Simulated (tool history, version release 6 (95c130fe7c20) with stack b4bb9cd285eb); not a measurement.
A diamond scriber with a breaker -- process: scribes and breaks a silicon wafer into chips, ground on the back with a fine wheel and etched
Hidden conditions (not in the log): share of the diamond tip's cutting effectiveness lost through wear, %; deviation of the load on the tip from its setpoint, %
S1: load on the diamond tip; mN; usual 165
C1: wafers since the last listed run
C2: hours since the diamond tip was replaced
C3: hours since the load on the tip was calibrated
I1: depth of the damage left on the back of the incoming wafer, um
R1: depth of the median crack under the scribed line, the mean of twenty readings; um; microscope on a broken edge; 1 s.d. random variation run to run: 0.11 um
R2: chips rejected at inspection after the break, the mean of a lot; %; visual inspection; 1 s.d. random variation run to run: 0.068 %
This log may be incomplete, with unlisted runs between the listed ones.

{"run": 1, "hour": 0.0, "S1": 165, "C1": 0, "C2": 770.6, "C3": 353.8, "I1": 0.62, "R1": 8.89, "R2": 2.02}
{"run": 2, "hour": 71.1, "S1": 165, "C1": 215, "C2": 841.7, "C3": 424.9, "I1": 0.65, "R1": 8.88, "R2": 2.02}
{"run": 3, "hour": 111.0, "S1": 152, "C1": 120, "C2": 881.6, "C3": 464.8, "I1": 0.6, "R1": 8.57, "R2": 2.27}
{"run": 4, "hour": 151.8, "S1": 152, "C1": 123, "C2": 922.4, "C3": 505.6, "I1": 0.47, "R1": 8.5, "R2": 2.12}
{"run": 5, "hour": 197.1, "S1": 152, "C1": 137, "C2": 967.7, "C3": 550.9, "I1": 0.66, "R1": 8.45, "R2": 2.22}
{"run": 6, "hour": 241.2, "S1": 165, "C1": 133, "C2": 1011.8, "C3": 595, "I1": 0.7, "R1": 9.01, "R2": 1.99}
{"run": 7, "hour": 307.4, "S1": 165, "C1": 200, "C2": 1078, "C3": 661.2, "I1": 0.66, "R1": 8.89, "R2": 2.03}
{"hour": 346.4, "done": "diamond tip replaced by a new one"}
{"run": 8, "hour": 353.2, "S1": 165, "C1": 132, "C2": 6.8, "C3": 707, "I1": 0.34, "R1": 8.97, "R2": 1.91}
{"run": 9, "hour": 415.9, "S1": 200, "C1": 189, "C2": 69.5, "C3": 769.7, "I1": 0.47, "R1": 9.83, "R2": 3.64}
{"run": 10, "hour": 581.4, "S1": 200, "C1": 501, "C2": 235, "C3": 935.2, "I1": 0.3, "R1": 9.77, "R2": 3.13}
{"run": 11, "hour": 618.7, "S1": 200, "C1": 112, "C2": 272.3, "C3": 972.5, "I1": 0.74, "R1": 9.74, "R2": 3.52}
{"run": 12, "hour": 763.3, "S1": 165, "C1": 437, "C2": 416.9, "C3": 1117.1, "I1": 0.49, "R1": 8.88, "R2": 2.01}
{"run": 13, "hour": 796.3, "S1": 165, "C1": 99, "C2": 449.9, "C3": 1150.1, "I1": 0.45, "R1": 8.78, "R2": 1.94}
{"run": 14, "hour": 864.9, "S1": 165, "C1": 207, "C2": 518.5, "C3": 1218.7, "I1": 0.34, "R1": 8.96, "R2": 2.01}
{"hour": 869.7, "done": "load on the tip recalibrated"}
{"run": 15, "hour": 917.4, "S1": 165, "C1": 152, "C2": 571, "C3": 47.7, "I1": 0.77, "R1": 8.79, "R2": 1.98}
{"run": 16, "hour": 976.9, "S1": 165, "C1": 180, "C2": 630.5, "C3": 107.2, "I1": 0.79, "R1": 8.96, "R2": 1.98}
{"run": 17, "hour": 1038.0, "S1": 165, "C1": 185, "C2": 691.6, "C3": 168.3, "I1": 0.61, "R1": 8.84, "R2": 2.04}
{"run": 18, "hour": 1062.5, "S1": 165, "C1": 74, "C2": 716.1, "C3": 192.8, "I1": 0.32, "R1": 8.96, "R2": 1.86}
{"run": 19, "hour": 1110.3, "S1": 214, "C1": 144, "C2": 763.9, "C3": 240.6, "I1": 0.64, "R1": 9.95, "R2": 4.6}
{"run": 20, "hour": 1166.9, "S1": 130, "C1": 171, "C2": 820.5, "C3": 297.2, "I1": 0.3, "R1": 7.9, "R2": 3.97}
{"run": 21, "hour": 1308.2, "S1": 192, "C1": 427, "C2": 961.8, "C3": 438.5, "I1": 0.77, "R1": 9.48, "R2": 2.92}
{"run": 22, "hour": 1372.6, "S1": 147, "C1": 195, "C2": 1026.2, "C3": 502.9, "I1": 0.58, "R1": 8.34, "R2": 2.55}
{"run": 23, "hour": 1430.9, "S1": 127, "C1": 176, "C2": 1084.5, "C3": 561.2, "I1": 0.68, "R1": 7.99, "R2": 4.31}
{"run": 24, "hour": 1492.1, "S1": 136, "C1": 185, "C2": 1145.7, "C3": 622.4, "I1": 0.67, "R1": 8.16, "R2": 3.38}
{"hour": 1497.8, "done": "diamond tip replaced by a new one"}
{"run": 25, "hour": 1517.4, "S1": 165, "C1": 70, "C2": 19.6, "C3": 647.7, "I1": 0.61, "R1": 9.15, "R2": 2.03}
{"run": 26, "hour": 1565.4, "S1": 165, "C1": 145, "C2": 67.6, "C3": 695.7, "I1": 0.67, "R1": 9.15, "R2": 1.91}
{"run": 27, "hour": 1615.3, "S1": 165, "C1": 151, "C2": 117.5, "C3": 745.6, "I1": 0.52, "R1": 9.01, "R2": 1.93}
{"run": 28, "hour": 1675.2, "S1": 137, "C1": 181, "C2": 177.4, "C3": 805.5, "I1": 0.62, "R1": 8.14, "R2": 3.19}
{"run": 29, "hour": 1718.8, "S1": 129, "C1": 132, "C2": 221, "C3": 849.1, "I1": 0.76, "R1": 8.1, "R2": 4.11}
{"run": 30, "hour": 1908.4, "S1": 189, "C1": 574, "C2": 410.6, "C3": 1038.7, "I1": 0.39, "R1": 9.57, "R2": 2.67}
{"run": 31, "hour": 1946.3, "S1": 211, "C1": 114, "C2": 448.5, "C3": 1076.6, "I1": 0.59, "R1": 10.11, "R2": 4.3}
{"run": 32, "hour": 1988.4, "S1": 178, "C1": 127, "C2": 490.6, "C3": 1118.7, "I1": 0.52, "R1": 9.16, "R2": 2.23}
{"hour": 2034.3, "done": "load on the tip recalibrated"}
{"run": 33, "hour": 2039.2, "S1": 165, "C1": 147, "C2": 541.4, "C3": 4.9, "I1": 0.47, "R1": 8.99, "R2": 1.97}
{"run": 34, "hour": 2108.7, "S1": 165, "C1": 210, "C2": 610.9, "C3": 74.4, "I1": 0.39, "R1": 8.87, "R2": 2.02}
{"run": 35, "hour": 2173.3, "S1": 119, "C1": 195, "C2": 675.5, "C3": 139, "I1": 0.56, "R1": 7.53, "R2": 5.31}
{"run": 36, "hour": 2215.9, "S1": 132, "C1": 129, "C2": 718.1, "C3": 181.6, "I1": 0.36, "R1": 8.04, "R2": 3.67}
{"run": 37, "hour": 2246.2, "S1": 151, "C1": 91, "C2": 748.4, "C3": 211.9, "I1": 0.6, "R1": 8.52, "R2": 2.32}

Each row is a separate what-if for the run after 37, all from the same tool condition, not one after another. Results?
{"run": "A", "hour": 2246.9, "S1": 165, "C1": 2, "C2": 749.1, "C3": 212.6, "I1": 0.39, "R1": "?", "R2": "?"}
{"run": "B", "hour": 2246.9, "S1": 144, "C1": 2, "C2": 749.1, "C3": 212.6, "I1": 0.39, "R1": "?", "R2": "?"}
{"run": "C", "hour": 2246.9, "S1": 188, "C1": 2, "C2": 749.1, "C3": 212.6, "I1": 0.39, "R1": "?", "R2": "?"}
{"run": "D", "hour": 2246.9, "S1": 184, "C1": 2, "C2": 749.1, "C3": 212.6, "I1": 0.39, "R1": "?", "R2": "?"}
{"run": "E", "hour": 2246.9, "S1": 197, "C1": 2, "C2": 749.1, "C3": 212.6, "I1": 0.39, "R1": "?", "R2": "?"}

run=A R1=8.92 R2=2.05
run=B R1=8.37 R2=2.75
run=C R1=9.5 R2=2.74
run=D R1=9.4 R2=2.53
run=E R1=9.73 R2=3.34
With no hidden state in the tool, these same runs would have given:
run=A R1=8.92 R2=2.05
run=B R1=8.37 R2=2.75
run=C R1=9.5 R2=2.74
run=D R1=9.4 R2=2.53
run=E R1=9.73 R2=3.34

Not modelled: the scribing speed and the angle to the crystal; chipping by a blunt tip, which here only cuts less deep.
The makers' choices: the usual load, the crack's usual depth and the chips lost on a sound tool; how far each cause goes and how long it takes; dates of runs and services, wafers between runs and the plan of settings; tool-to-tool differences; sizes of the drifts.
